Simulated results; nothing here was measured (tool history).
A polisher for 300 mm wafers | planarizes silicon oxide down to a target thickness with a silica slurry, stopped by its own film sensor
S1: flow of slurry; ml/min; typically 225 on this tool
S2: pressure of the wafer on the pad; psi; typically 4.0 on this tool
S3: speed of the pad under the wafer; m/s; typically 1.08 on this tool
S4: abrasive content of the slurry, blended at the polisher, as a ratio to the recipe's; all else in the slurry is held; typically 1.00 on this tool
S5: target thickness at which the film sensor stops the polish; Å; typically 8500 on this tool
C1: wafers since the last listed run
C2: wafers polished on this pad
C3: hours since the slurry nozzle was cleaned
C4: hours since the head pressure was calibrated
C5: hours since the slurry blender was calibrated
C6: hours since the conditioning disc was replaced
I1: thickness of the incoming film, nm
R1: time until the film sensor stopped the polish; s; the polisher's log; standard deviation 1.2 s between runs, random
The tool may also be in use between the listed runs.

Run 1, hour 0.0: usual settings but S4 1.10; C1 0; C2 1697; C3 111.3; C4 744.7; C5 147.5; C6 88.0; I1 1164.6. Result: R1 77.9 s.
Run 2, hour 48.5: usual settings but S4 1.10; C1 481; C2 2178; C3 159.8; C4 793.2; C5 196.0; C6 136.5; I1 1177.4. Result: R1 84.0 s.
At hour 87.8: slurry blender recalibrated.
At hour 98.4: worn pad replaced by a new one.
Run 3, hour 100.9: usual settings but S4 1.10; C1 460; C2 24; C3 212.2; C4 845.6; C5 13.1; C6 188.9; I1 1181.7. Result: R1 83.5 s.
Run 4, hour 131.1: usual settings; C1 299; C2 324; C3 242.4; C4 875.8; C5 43.3; C6 219.1; I1 1186.1. Result: R1 89.3 s.
Run 5, hour 166.1: usual settings; C1 347; C2 671; C3 277.4; C4 910.8; C5 78.3; C6 254.1; I1 1180.1. Result: R1 89.2 s.
At hour 206.8: head pressure recalibrated.
Run 6, hour 270.3: usual settings but S3 1.16 m/s, S4 1.15; C1 1014; C2 1685; C3 381.6; C4 63.5; C5 182.5; C6 358.3; I1 1190.0. Result: R1 82.6 s.
Run 7, hour 301.6: usual settings but S3 1.16 m/s, S4 1.15; C1 310; C2 1996; C3 412.9; C4 94.8; C5 213.8; C6 389.6; I1 1187.8. Result: R1 84.9 s.
Run 8, hour 328.1: usual settings but S3 1.16 m/s, S4 1.15; C1 262; C2 2259; C3 439.4; C4 121.3; C5 240.3; C6 416.1; I1 1194.6. Result: R1 83.4 s.
At hour 354.9: worn pad replaced by a new one.
At hour 368.0: slurry blender recalibrated.
Run 9, hour 377.0: usual settings but S2 4.7 psi; C1 425; C2 199; C3 488.3; C4 170.2; C5 9.0; C6 465.0; I1 1188.8. Result: R1 80.5 s.
At hour 379.5: slurry nozzle cleaned.
At hour 446.4: conditioning disc replaced and pad reconditioned.
Run 10, hour 515.1: usual settings but S2 4.7 psi; C1 1340; C2 1540; C3 135.6; C4 308.3; C5 147.1; C6 68.7; I1 1167.1. Result: R1 71.1 s.
Run 11, hour 547.4: usual settings; C1 320; C2 1860; C3 167.9; C4 340.6; C5 179.4; C6 101.0; I1 1176.5. Result: R1 85.6 s.
Run 12, hour 594.5: usual settings; C1 467; C2 2328; C3 215.0; C4 387.7; C5 226.5; C6 148.1; I1 1166.4. Result: R1 81.7 s.
At hour 608.6: slurry blender recalibrated.
At hour 622.3: worn pad replaced by a new one.
Run 13, hour 657.7: usual settings; C1 567; C2 351; C3 278.2; C4 450.9; C5 49.1; C6 211.3; I1 1159.4. Result: R1 82.5 s.
Run 14, hour 702.6: usual settings but S1 170 ml/min; C1 445; C2 796; C3 323.1; C4 495.8; C5 94.0; C6 256.2; I1 1194.3. Result: R1 93.9 s.
Run 15, hour 771.4: usual settings; C1 682; C2 1479; C3 391.9; C4 564.6; C5 162.8; C6 325.0; I1 1174.1. Result: R1 88.5 s.
Run 16, hour 840.6: usual settings but S1 300 ml/min; C1 686; C2 2166; C3 461.1; C4 633.8; C5 232.0; C6 394.2; I1 1187.5. Result: R1 90.0 s.
At hour 843.3: slurry nozzle cleaned.
At hour 892.9: slurry blender recalibrated.
At hour 895.5: worn pad replaced by a new one, of another model than before.
Run 17, hour 903.4: usual settings but S1 300 ml/min; C1 568; C2 78; C3 60.1; C4 696.6; C5 10.5; C6 457.0; I1 1194.0. Result: R1 85.4 s.
At hour 945.5: conditioning disc replaced and pad reconditioned.
Run 18, hour 950.6: usual settings; C1 448; C2 527; C3 107.3; C4 743.8; C5 57.7; C6 5.1; I1 1177.1. Result: R1 84.5 s.
Run 19, hour 1002.0: usual settings but S2 4.4 psi, S3 1.34 m/s, S4 0.80; C1 510; C2 1037; C3 158.7; C4 795.2; C5 109.1; C6 56.5; I1 1193.2. Result: R1 83.8 s.
At hour 1032.6: head pressure recalibrated.
Run 20, hour 1047.1: usual settings; C1 427; C2 1464; C3 203.8; C4 14.5; C5 154.2; C6 101.6; I1 1181.1. Result: R1 86.7 s.
Run 21, hour 1089.5: usual settings but S1 170 ml/min, S3 1.40 m/s; C1 420; C2 1885; C3 246.2; C4 56.9; C5 196.6; C6 144.0; I1 1174.4. Result: R1 78.3 s.
Run 22, hour 1129.7: usual settings but S1 170 ml/min, S2 3.6 psi; C1 398; C2 2284; C3 286.4; C4 97.1; C5 236.8; C6 184.2; I1 1171.3. Result: R1 98.4 s.
At hour 1146.4: slurry blender recalibrated.
At hour 1149.0: worn pad replaced by a new one.
Run 23, hour 1182.2: usual settings but S2 4.6 psi, S5 9250 Å; C1 475; C2 329; C3 338.9; C4 149.6; C5 35.8; C6 236.7; I1 1195.4. Result: R1 64.4 s.
Run 24, hour 1217.8: usual settings but S1 255 ml/min, S2 4.5 psi, S3 1.38 m/s; C1 353; C2 682; C3 374.5; C4 185.2; C5 71.4; C6 272.3; I1 1178.2. Result: R1 71.4 s.
Run 25, hour 1305.5: usual settings; C1 870; C2 1553; C3 462.2; C4 272.9; C5 159.1; C6 360.0; I1 1192.6. Result: R1 97.7 s.
At hour 1363.0: slurry nozzle cleaned.
Run 26, hour 1366.9: usual settings but S5 7700 Å; C1 599; C2 2152; C3 3.9; C4 334.3; C5 220.5; C6 421.4; I1 1158.8. Result: R1 103.9 s.

Give the tool's hidden conditions for every run:
removal rate lost through wear of the pad, %: 0 across all the runs
deviation of the head's pressure from its setpoint, %: 0 across all the runs
abrasive missing from the slurry, %: 0 across all the runs
time polished since the conditioner stopped cutting, s: 0 across all the runs
H1: slurry flow missing at the pad, %
run    H1
  1   6.2
  2  8.62
  3  12.2
  4  14.7
  5  18.1
  6  30.7
  7  35.3
  8  39.5
  9  47.8
 10  10.7
 11  12.5
 12  15.8
 13  21.6
 14  26.5
 15  35.6
 16  46.5
 17  1.89
 18  3.35
 19  5.87
 20  8.88
 21  12.4
 22  16.3
 23  22.4
 24  27.1
 25  40.6
 26  2.28
